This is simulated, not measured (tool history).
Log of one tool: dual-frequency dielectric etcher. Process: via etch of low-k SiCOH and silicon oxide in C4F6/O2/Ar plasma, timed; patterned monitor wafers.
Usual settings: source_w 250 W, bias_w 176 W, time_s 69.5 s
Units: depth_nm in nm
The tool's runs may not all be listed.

| run | hour | source_w | bias_w | time_s | wafers since the last listed run | hours since the last wet clean | hours since the last source power generator calibration | hours since the last bias power generator calibration | hours since the last upper electrode change | hours since the gauge calibration | read-back reference wafer on the same gauge, depth_nm | depth_nm |
|---|---|---|---|---|---|---|---|---|---|---|---|---|
| 1 | 0 | 250 | 176 | 69.5 | 0 | 213.1 | 1673.9 | 4100.8 | 3190.3 | 1013.3 | 144.3 | 161.8 |
| 2 | 45.2 | 250 | 176 | 69.5 | 322 | 258.3 | 1719.1 | 4146 | 3235.5 | 1058.5 | 144 | 165.9 |
|  | 267.5 | wet clean of the chamber |
| 3 | 308.9 | 250 | 176 | 69.5 | 1708 | 41.4 | 1982.8 | 4409.7 | 3499.2 | 1322.2 | 144.2 | 169.4 |
| 4 | 395.3 | 250 | 176 | 69.5 | 615 | 127.8 | 2069.2 | 4496.1 | 3585.6 | 1408.6 | 143.4 | 172.5 |
| 5 | 449.8 | 250 | 176 | 69.5 | 388 | 182.3 | 2123.7 | 4550.6 | 3640.1 | 1463.1 | 144 | 171.1 |
|  | 518.8 | wet clean of the chamber, repeated, since the last time left the tool worse |
| 6 | 519.3 | 250 | 176 | 69.5 | 324 | 0.5 | 2193.2 | 4620.1 | 3709.6 | 1532.6 | 144.1 | 158.9 |
| 7 | 541.3 | 250 | 176 | 69.5 | 156 | 22.5 | 2215.2 | 4642.1 | 3731.6 | 1554.6 | 143.5 | 161.2 |
|  | 597.3 | gauge calibrated |
| 8 | 639.1 | 200 | 153 | 56 | 697 | 120.3 | 2313 | 4739.9 | 3829.4 | 41.8 | 144.2 | 108.5 |
| 9 | 715.7 | 280 | 176 | 76 | 546 | 196.9 | 2389.6 | 4816.5 | 3906 | 118.4 | 143.9 | 186.2 |
|  | 749 | source power generator calibrated |
|  | 768.7 | upper electrode replaced |
| 10 | 800.1 | 250 | 176 | 69.5 | 433 | 281.3 | 51.1 | 4900.9 | 31.4 | 202.8 | 144.2 | 162.6 |
|  | 853.2 | bias power generator calibrated |
|  | 897.8 | wet clean of the chamber |
| 11 | 898.3 | 250 | 176 | 58.5 | 500 | 0.5 | 149.3 | 45.1 | 129.6 | 301 | 144.1 | 135.5 |
| 12 | 993.9 | 300 | 207 | 86 | 681 | 96.1 | 244.9 | 140.7 | 225.2 | 396.6 | 144 | 237 |
| 13 | 1069.2 | 200 | 196 | 58 | 536 | 171.4 | 320.2 | 216 | 300.5 | 471.9 | 144.3 | 128 |
| 14 | 1146.8 | 250 | 176 | 69.5 | 553 | 249 | 397.8 | 293.6 | 378.1 | 549.5 | 144.2 | 162.5 |
| 15 | 1207.4 | 230 | 165 | 49 | 432 | 309.6 | 458.4 | 354.2 | 438.7 | 610.1 | 143.9 | 107.7 |

Forecast each of these 4 alternatives for the next run:
| A | 1207.8 | 250 | 176 | 69.5 | 2 | 310 | 458.8 | 354.6 | 439.1 | 610.5 | ? | ? |
| B | 1207.8 | 270 | 217 | 64 | 2 | 310 | 458.8 | 354.6 | 439.1 | 610.5 | ? | ? |
| C | 1207.8 | 200 | 145 | 69.5 | 2 | 310 | 458.8 | 354.6 | 439.1 | 610.5 | ? | ? |
| D | 1207.8 | 280 | 176 | 69.5 | 2 | 310 | 458.8 | 354.6 | 439.1 | 610.5 | ? | ? |

| run | read-back reference wafer on the same gauge, depth_nm | depth_nm |
|---|---|---|
| A | 144.6 | 164.9 |
| B | 144.6 | 175.2 |
| C | 144.6 | 132.6 |
| D | 144.6 | 174.2 |
Without the tool's hidden state the same runs would have given:
| run | depth_nm |
|---|---|
| A | 162.1 |
| B | 172.2 |
| C | 130.4 |
| D | 171.2 |

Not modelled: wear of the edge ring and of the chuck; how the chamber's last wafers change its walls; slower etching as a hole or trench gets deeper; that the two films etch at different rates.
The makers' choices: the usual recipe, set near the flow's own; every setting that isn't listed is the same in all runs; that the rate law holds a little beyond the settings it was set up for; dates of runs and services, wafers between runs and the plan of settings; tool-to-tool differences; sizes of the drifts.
